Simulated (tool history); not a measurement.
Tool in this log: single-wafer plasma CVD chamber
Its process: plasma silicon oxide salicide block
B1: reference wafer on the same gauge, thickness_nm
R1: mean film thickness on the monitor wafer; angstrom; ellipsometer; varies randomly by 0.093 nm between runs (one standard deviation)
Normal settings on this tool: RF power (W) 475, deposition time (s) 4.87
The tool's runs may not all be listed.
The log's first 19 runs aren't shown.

{"run": 20, "hour": 1659.3, "RF power (W)": 475, "deposition time (s)": 4.6, "B1": 39.014, "R1": 429.73}
{"run": 21, "hour": 1753.7, "RF power (W)": 475, "deposition time (s)": 4.87, "B1": 38.975, "R1": 455.31}
{"run": 22, "hour": 1819.9, "RF power (W)": 420, "deposition time (s)": 4.52, "B1": 38.987, "R1": 406.96}
{"run": 23, "hour": 1883.1, "RF power (W)": 555, "deposition time (s)": 4.02, "B1": 38.994, "R1": 393.36}
{"run": 24, "hour": 1944.1, "RF power (W)": 515, "deposition time (s)": 4.43, "B1": 39.026, "R1": 424.04}
{"run": 25, "hour": 2013.3, "RF power (W)": 475, "deposition time (s)": 4.87, "B1": 39.005, "R1": 455.39}
{"run": 26, "hour": 2109.1, "RF power (W)": 540, "deposition time (s)": 5.56, "B1": 38.996, "R1": 541.08}
{"run": 27, "hour": 2182.2, "RF power (W)": 560, "deposition time (s)": 4.01, "B1": 38.985, "R1": 393.48}
{"run": 28, "hour": 2273.1, "RF power (W)": 475, "deposition time (s)": 4.87, "B1": 38.988, "R1": 455.64}
{"hour": 2414.9, "done": "showerhead replaced"}
{"run": 29, "hour": 2511.1, "RF power (W)": 475, "deposition time (s)": 4.87, "B1": 39.001, "R1": 455.04}
{"run": 30, "hour": 2583.0, "RF power (W)": 425, "deposition time (s)": 3.94, "B1": 38.989, "R1": 356.58}
{"run": 31, "hour": 2651.7, "RF power (W)": 390, "deposition time (s)": 4.37, "B1": 38.995, "R1": 385.32}
{"run": 32, "hour": 2759.2, "RF power (W)": 475, "deposition time (s)": 4.87, "B1": 38.986, "R1": 456.31}
{"hour": 2799.7, "done": "gauge calibrated"}
{"run": 33, "hour": 2822.7, "RF power (W)": 520, "deposition time (s)": 5.36, "B1": 39.02, "R1": 515.39}
{"run": 34, "hour": 2909.1, "RF power (W)": 545, "deposition time (s)": 5.33, "B1": 39.023, "R1": 520.49}
{"run": 35, "hour": 2980.7, "RF power (W)": 500, "deposition time (s)": 5.52, "B1": 38.997, "R1": 522.79}
{"run": 36, "hour": 3045.5, "RF power (W)": 500, "deposition time (s)": 4.31, "B1": 39.028, "R1": 410.56}
{"run": 37, "hour": 3138.9, "RF power (W)": 475, "deposition time (s)": 5.55, "B1": 38.955, "R1": 516.91}
{"run": 38, "hour": 3378.1, "RF power (W)": 430, "deposition time (s)": 5.79, "B1": 39.016, "R1": 525.11}
{"run": 39, "hour": 3444.7, "RF power (W)": 475, "deposition time (s)": 4.87, "B1": 39.043, "R1": 455.69}
{"run": 40, "hour": 3498.2, "RF power (W)": 560, "deposition time (s)": 4.24, "B1": 38.98, "R1": 416.81}
{"run": 41, "hour": 3540.1, "RF power (W)": 475, "deposition time (s)": 4.87, "B1": 38.99, "R1": 456.46}
{"run": 42, "hour": 3606.3, "RF power (W)": 440, "deposition time (s)": 5.82, "B1": 38.995, "R1": 532.3}
{"run": 43, "hour": 3645.4, "RF power (W)": 475, "deposition time (s)": 4.87, "B1": 38.996, "R1": 456.92}

Consider 3 possible next runs. They are alternatives, not a sequence: every one starts from the tool as it was left by run 43. What does each give?
{"run": "A", "hour": 3645.8, "RF power (W)": 475, "deposition time (s)": 5.52, "B1": "?", "R1": "?"}
{"run": "B", "hour": 3645.8, "RF power (W)": 565, "deposition time (s)": 4.39, "B1": "?", "R1": "?"}
{"run": "C", "hour": 3645.8, "RF power (W)": 475, "deposition time (s)": 5.69, "B1": "?", "R1": "?"}

run=A B1=39.027 R1=516.32
run=B B1=39.027 R1=432.53
run=C B1=39.027 R1=532.22
With no hidden state in the tool, these same runs would have given:
run=A R1=516.32
run=B R1=432.53
run=C R1=532.22

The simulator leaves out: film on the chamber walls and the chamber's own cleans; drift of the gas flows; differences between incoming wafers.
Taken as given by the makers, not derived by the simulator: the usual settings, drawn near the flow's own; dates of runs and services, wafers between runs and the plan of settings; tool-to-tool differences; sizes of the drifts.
